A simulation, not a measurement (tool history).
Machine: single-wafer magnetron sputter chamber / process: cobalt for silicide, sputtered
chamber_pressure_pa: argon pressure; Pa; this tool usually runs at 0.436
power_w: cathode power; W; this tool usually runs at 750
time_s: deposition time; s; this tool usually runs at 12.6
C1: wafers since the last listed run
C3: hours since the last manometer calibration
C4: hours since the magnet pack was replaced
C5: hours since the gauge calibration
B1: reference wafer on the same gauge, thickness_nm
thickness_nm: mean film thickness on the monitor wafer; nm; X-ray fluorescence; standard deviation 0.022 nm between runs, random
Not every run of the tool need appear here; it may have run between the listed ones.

run 1 hour=0 | chamber_pressure_pa=0.562 power_w=750 time_s=12.6 | C1=0 wafers_on_the_sputter_target=3760 C3=3060.6 C4=8598.3 C5=312.7 | B1=4.239 | thickness_nm=4.572
run 2 hour=14 | chamber_pressure_pa=0.562 power_w=750 time_s=12.6 | C1=497 wafers_on_the_sputter_target=4258 C3=3074.6 C4=8612.3 C5=326.7 | B1=4.235 | thickness_nm=4.564
-- hour=46.2 sputter target and shields replaced
run 3 hour=46.7 | chamber_pressure_pa=0.562 power_w=750 time_s=12.6 | C1=878 wafers_on_the_sputter_target=18 C3=3107.3 C4=8645 C5=359.4 | B1=4.247 | thickness_nm=4.73
run 4 hour=51.7 | chamber_pressure_pa=0.436 power_w=800 time_s=12.6 | C1=177 wafers_on_the_sputter_target=195 C3=3112.3 C4=8650 C5=364.4 | B1=4.239 | thickness_nm=5.151
run 5 hour=82 | chamber_pressure_pa=0.436 power_w=800 time_s=12.6 | C1=1077 wafers_on_the_sputter_target=1273 C3=3142.6 C4=8680.3 C5=394.7 | B1=4.241 | thickness_nm=5.08
run 6 hour=112 | chamber_pressure_pa=0.436 power_w=800 time_s=12.6 | C1=1066 wafers_on_the_sputter_target=2339 C3=3172.6 C4=8710.3 C5=424.7 | B1=4.241 | thickness_nm=5.02
run 7 hour=143.1 | chamber_pressure_pa=0.436 power_w=750 time_s=12.6 | C1=1105 wafers_on_the_sputter_target=3445 C3=3203.7 C4=8741.4 C5=455.8 | B1=4.234 | thickness_nm=4.8
run 8 hour=166.2 | chamber_pressure_pa=0.436 power_w=750 time_s=12.6 | C1=821 wafers_on_the_sputter_target=4266 C3=3226.8 C4=8764.5 C5=478.9 | B1=4.241 | thickness_nm=4.76
run 9 hour=191.4 | chamber_pressure_pa=0.436 power_w=750 time_s=12.6 | C1=895 wafers_on_the_sputter_target=5162 C3=3252 C4=8789.7 C5=504.1 | B1=4.239 | thickness_nm=4.759
-- hour=204.7 sputter target and shields replaced
run 10 hour=222.2 | chamber_pressure_pa=0.436 power_w=750 time_s=10.8 | C1=810 wafers_on_the_sputter_target=621 C3=3282.8 C4=8820.5 C5=534.9 | B1=4.239 | thickness_nm=4.122
run 11 hour=242.6 | chamber_pressure_pa=0.436 power_w=600 time_s=12.6 | C1=725 wafers_on_the_sputter_target=1346 C3=3303.2 C4=8840.9 C5=555.3 | B1=4.239 | thickness_nm=4.087
run 12 hour=278.5 | chamber_pressure_pa=0.436 power_w=600 time_s=12.6 | C1=1276 wafers_on_the_sputter_target=2623 C3=3339.1 C4=8876.8 C5=591.2 | B1=4.24 | thickness_nm=4.079
run 13 hour=305 | chamber_pressure_pa=0.505 power_w=750 time_s=12.6 | C1=942 wafers_on_the_sputter_target=3565 C3=3365.6 C4=8903.3 C5=617.7 | B1=4.236 | thickness_nm=4.675
-- hour=321.8 capacitance manometer re-zeroed and calibrated
run 14 hour=322.3 | chamber_pressure_pa=0.436 power_w=750 time_s=12.6 | C1=330 wafers_on_the_sputter_target=3895 C3=0.5 C4=8920.6 C5=635 | B1=4.238 | thickness_nm=4.739
-- hour=338.4 gauge calibrated
run 15 hour=343.5 | chamber_pressure_pa=0.562 power_w=750 time_s=12.6 | C1=753 wafers_on_the_sputter_target=4649 C3=21.7 C4=8941.8 C5=5.1 | B1=4.242 | thickness_nm=4.591
-- hour=360.2 sputter target and shields replaced
-- hour=378.7 magnet pack replaced
run 16 hour=379.2 | chamber_pressure_pa=0.593 power_w=600 time_s=13.9 | C1=700 wafers_on_the_sputter_target=390 C3=57.4 C4=0.5 C5=40.8 | B1=4.242 | thickness_nm=4.306
run 17 hour=402.5 | chamber_pressure_pa=0.436 power_w=750 time_s=12.6 | C1=828 wafers_on_the_sputter_target=1218 C3=80.7 C4=23.8 C5=64.1 | B1=4.237 | thickness_nm=4.8
run 18 hour=420.1 | chamber_pressure_pa=0.436 power_w=750 time_s=12.6 | C1=625 wafers_on_the_sputter_target=1844 C3=98.3 C4=41.4 C5=81.7 | B1=4.238 | thickness_nm=4.786
run 19 hour=463.5 | chamber_pressure_pa=0.347 power_w=700 time_s=12.6 | C1=1543 wafers_on_the_sputter_target=3387 C3=141.7 C4=84.8 C5=125.1 | B1=4.235 | thickness_nm=4.646
run 20 hour=485.2 | chamber_pressure_pa=0.337 power_w=600 time_s=12 | C1=771 wafers_on_the_sputter_target=4158 C3=163.4 C4=106.5 C5=146.8 | B1=4.242 | thickness_nm=3.971
run 21 hour=508.7 | chamber_pressure_pa=0.497 power_w=750 time_s=11 | C1=835 wafers_on_the_sputter_target=4994 C3=186.9 C4=130 C5=170.3 | B1=4.243 | thickness_nm=4.068
-- hour=528.8 sputter target and shields replaced
run 22 hour=530.6 | chamber_pressure_pa=0.436 power_w=850 time_s=14.1 | C1=494 wafers_on_the_sputter_target=64 C3=208.8 C4=151.9 C5=192.2 | B1=4.246 | thickness_nm=6.022
run 23 hour=557.2 | chamber_pressure_pa=0.586 power_w=850 time_s=10.4 | C1=945 wafers_on_the_sputter_target=1009 C3=235.4 C4=178.5 C5=218.8 | B1=4.238 | thickness_nm=4.191
run 24 hour=587.2 | chamber_pressure_pa=0.582 power_w=600 time_s=10.2 | C1=1066 wafers_on_the_sputter_target=2076 C3=265.4 C4=208.5 C5=248.8 | B1=4.249 | thickness_nm=3.148
run 25 hour=621 | chamber_pressure_pa=0.599 power_w=650 time_s=12.6 | C1=1201 wafers_on_the_sputter_target=3278 C3=299.2 C4=242.3 C5=282.6 | B1=4.235 | thickness_nm=4.069

Here are 3 independent what-if runs from the current tool condition. What would each one return?
run A hour=621.4 | chamber_pressure_pa=0.436 power_w=750 time_s=13.9 | C1=14 wafers_on_the_sputter_target=3292 C3=299.6 C4=242.7 C5=283 | B1=? | thickness_nm=?
run B hour=621.4 | chamber_pressure_pa=0.436 power_w=850 time_s=11.1 | C1=14 wafers_on_the_sputter_target=3292 C3=299.6 C4=242.7 C5=283 | B1=? | thickness_nm=?
run C hour=621.4 | chamber_pressure_pa=0.436 power_w=900 time_s=11.3 | C1=14 wafers_on_the_sputter_target=3292 C3=299.6 C4=242.7 C5=283 | B1=? | thickness_nm=?

run=A B1=4.238 thickness_nm=5.26
run=B B1=4.238 thickness_nm=4.622
run=C B1=4.238 thickness_nm=4.919
Without the tool's hidden state the same runs would have given:
run=A thickness_nm=5.422
run=B thickness_nm=4.764
run=C thickness_nm=5.071

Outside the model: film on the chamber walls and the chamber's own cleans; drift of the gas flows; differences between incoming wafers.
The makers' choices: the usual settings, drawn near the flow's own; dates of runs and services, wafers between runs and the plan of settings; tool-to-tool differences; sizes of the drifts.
